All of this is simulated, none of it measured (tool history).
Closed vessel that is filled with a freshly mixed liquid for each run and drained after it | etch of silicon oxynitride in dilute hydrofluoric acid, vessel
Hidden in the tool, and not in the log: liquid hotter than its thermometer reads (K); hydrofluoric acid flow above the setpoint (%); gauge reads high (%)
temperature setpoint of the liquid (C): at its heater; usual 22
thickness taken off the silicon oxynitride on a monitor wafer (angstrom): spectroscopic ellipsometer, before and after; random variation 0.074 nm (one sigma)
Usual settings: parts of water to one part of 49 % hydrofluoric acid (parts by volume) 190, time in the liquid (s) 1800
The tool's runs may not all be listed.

| run | hour | temperature setpoint of the liquid (C) | parts of water to one part of 49 % hydrofluoric acid (parts by volume) | time in the liquid (s) | wafers since the last listed run | hours since the thermometer was replaced | hours since the hydrofluoric acid flow meter was replaced | hours since the gauge calibration | read-back film thickness of the silicon oxynitride reference wafer, read on the same gauge (nm) | thickness taken off the silicon oxynitride on a monitor wafer (angstrom) |
|---|---|---|---|---|---|---|---|---|---|---|
| 1 | 0 | 22 | 190 | 1800 | 0 | 1688.2 | 936.3 | 206.6 | 49.99 | 229.8 |
| 2 | 8.4 | 22 | 190 | 1800 | 318 | 1696.6 | 944.7 | 215 | 49.98 | 229.3 |
| 3 | 15.1 | 24 | 190 | 1800 | 253 | 1703.3 | 951.4 | 221.7 | 49.98 | 252.6 |
| 4 | 28.4 | 24 | 190 | 1800 | 503 | 1716.6 | 964.7 | 235 | 50.01 | 251.2 |
| 5 | 41.8 | 24 | 190 | 1800 | 507 | 1730 | 978.1 | 248.4 | 50 | 250.4 |
| 6 | 54.2 | 22 | 210 | 1800 | 469 | 1742.4 | 990.5 | 260.8 | 50.02 | 206.3 |
| 7 | 62.4 | 22 | 210 | 1800 | 310 | 1750.6 | 998.7 | 269 | 50.02 | 206.9 |
| 8 | 73.8 | 22 | 210 | 1800 | 431 | 1762 | 1010.1 | 280.4 | 50 | 206.1 |
|  | 84 | hydrofluoric acid flow meter replaced |
| 9 | 84.5 | 22 | 190 | 1800 | 367 | 1772.7 | 0.5 | 291.1 | 49.99 | 212.6 |
| 10 | 99.3 | 22 | 190 | 1800 | 560 | 1787.5 | 15.3 | 305.9 | 49.99 | 213.5 |
| 11 | 106.6 | 22 | 190 | 1800 | 276 | 1794.8 | 22.6 | 313.2 | 50.01 | 214.4 |
| 12 | 120 | 22 | 190 | 1800 | 507 | 1808.2 | 36 | 326.6 | 50 | 212.5 |
|  | 123.6 | gauge calibrated |
| 13 | 131.2 | 17 | 150 | 1110 | 424 | 1819.4 | 47.2 | 7.6 | 50.02 | 136 |
| 14 | 144.3 | 22 | 105 | 1800 | 496 | 1832.5 | 60.3 | 20.7 | 50 | 412.1 |
| 15 | 154.4 | 23.5 | 190 | 1800 | 382 | 1842.6 | 70.4 | 30.8 | 49.99 | 229.7 |
| 16 | 160.4 | 27 | 140 | 2195 | 227 | 1848.6 | 76.4 | 36.8 | 49.98 | 461.5 |
| 17 | 174.3 | 22 | 245 | 1800 | 526 | 1862.5 | 90.3 | 50.7 | 49.99 | 159.4 |
| 18 | 187.5 | 22 | 190 | 1800 | 499 | 1875.7 | 103.5 | 63.9 | 49.99 | 214.1 |

Forecast run 19:
| 19 | 196 | 22 | 190 | 1800 | 321 | 1884.2 | 112 | 72.4 | ? | ? |

read-back film thickness of the silicon oxynitride reference wafer, read on the same gauge (nm): 50.01
thickness taken off the silicon oxynitride on a monitor wafer (angstrom): 215.9
Without the tool's hidden state the same run would have given thickness taken off the silicon oxynitride on a monitor wafer (angstrom) 211.3.
